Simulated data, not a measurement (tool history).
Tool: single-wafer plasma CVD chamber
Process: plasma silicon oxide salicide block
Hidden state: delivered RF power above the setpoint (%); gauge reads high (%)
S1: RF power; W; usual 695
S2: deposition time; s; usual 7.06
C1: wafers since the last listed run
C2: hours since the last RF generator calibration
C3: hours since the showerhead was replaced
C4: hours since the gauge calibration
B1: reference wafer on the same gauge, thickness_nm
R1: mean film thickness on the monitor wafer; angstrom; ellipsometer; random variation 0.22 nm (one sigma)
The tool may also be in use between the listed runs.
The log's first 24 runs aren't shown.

{"run": 25, "hour": 616.5, "S1": 695, "S2": 7.64, "C1": 1308, "C2": 2276.2, "C3": 96.8, "C4": 662.4, "B1": 77.553, "R1": 695.76}
{"hour": 628.5, "done": "gauge calibrated"}
{"run": 26, "hour": 644.2, "S1": 695, "S2": 6.38, "C1": 1118, "C2": 2303.9, "C3": 124.5, "C4": 15.7, "B1": 77.71, "R1": 580.73}
{"run": 27, "hour": 676.2, "S1": 735, "S2": 6.12, "C1": 1292, "C2": 2335.9, "C3": 156.5, "C4": 47.7, "B1": 77.665, "R1": 568.69}
{"hour": 686.6, "done": "RF generator calibrated"}
{"run": 28, "hour": 697.6, "S1": 695, "S2": 7.74, "C1": 541, "C2": 11.0, "C3": 177.9, "C4": 69.1, "B1": 77.729, "R1": 733.67}
{"run": 29, "hour": 721.0, "S1": 635, "S2": 7.61, "C1": 945, "C2": 34.4, "C3": 201.3, "C4": 92.5, "B1": 77.722, "R1": 686.25}
{"run": 30, "hour": 743.9, "S1": 555, "S2": 5.67, "C1": 924, "C2": 57.3, "C3": 224.2, "C4": 115.4, "B1": 77.726, "R1": 480.43}
{"run": 31, "hour": 756.4, "S1": 575, "S2": 8.28, "C1": 504, "C2": 69.8, "C3": 236.7, "C4": 127.9, "B1": 77.559, "R1": 709.5}
{"run": 32, "hour": 786.5, "S1": 695, "S2": 6.09, "C1": 1215, "C2": 99.9, "C3": 266.8, "C4": 158.0, "B1": 77.788, "R1": 572.82}
{"run": 33, "hour": 801.3, "S1": 695, "S2": 7.06, "C1": 597, "C2": 114.7, "C3": 281.6, "C4": 172.8, "B1": 77.667, "R1": 663.42}
{"run": 34, "hour": 826.0, "S1": 695, "S2": 7.06, "C1": 997, "C2": 139.4, "C3": 306.3, "C4": 197.5, "B1": 77.735, "R1": 668.22}
{"run": 35, "hour": 853.4, "S1": 695, "S2": 7.06, "C1": 1106, "C2": 166.8, "C3": 333.7, "C4": 224.9, "B1": 77.604, "R1": 662.97}
{"run": 36, "hour": 866.2, "S1": 740, "S2": 7.78, "C1": 516, "C2": 179.6, "C3": 346.5, "C4": 237.7, "B1": 77.758, "R1": 758.28}
{"run": 37, "hour": 899.7, "S1": 695, "S2": 7.96, "C1": 1352, "C2": 213.1, "C3": 380.0, "C4": 271.2, "B1": 77.706, "R1": 750.93}

5 ways to go on from here, each from the tool as it stands after run 37. What would each give?
{"run": "A", "hour": 900.1, "S1": 785, "S2": 7.06, "C1": 16, "C2": 213.5, "C3": 380.4, "C4": 271.6, "B1": "?", "R1": "?"}
{"run": "B", "hour": 900.1, "S1": 585, "S2": 6.44, "C1": 16, "C2": 213.5, "C3": 380.4, "C4": 271.6, "B1": "?", "R1": "?"}
{"run": "C", "hour": 900.1, "S1": 660, "S2": 8.35, "C1": 16, "C2": 213.5, "C3": 380.4, "C4": 271.6, "B1": "?", "R1": "?"}
{"run": "D", "hour": 900.1, "S1": 580, "S2": 7.06, "C1": 16, "C2": 213.5, "C3": 380.4, "C4": 271.6, "B1": "?", "R1": "?"}
{"run": "E", "hour": 900.1, "S1": 570, "S2": 7.53, "C1": 16, "C2": 213.5, "C3": 380.4, "C4": 271.6, "B1": "?", "R1": "?"}

run=A B1=77.628 R1=700.24
run=B B1=77.628 R1=556.80
run=C B1=77.628 R1=765.87
run=D B1=77.628 R1=607.73
run=E B1=77.628 R1=642.40
Without the tool's hidden state the same runs would have given:
run=A R1=705.14
run=B R1=560.69
run=C R1=771.23
run=D R1=611.98
run=E R1=646.90
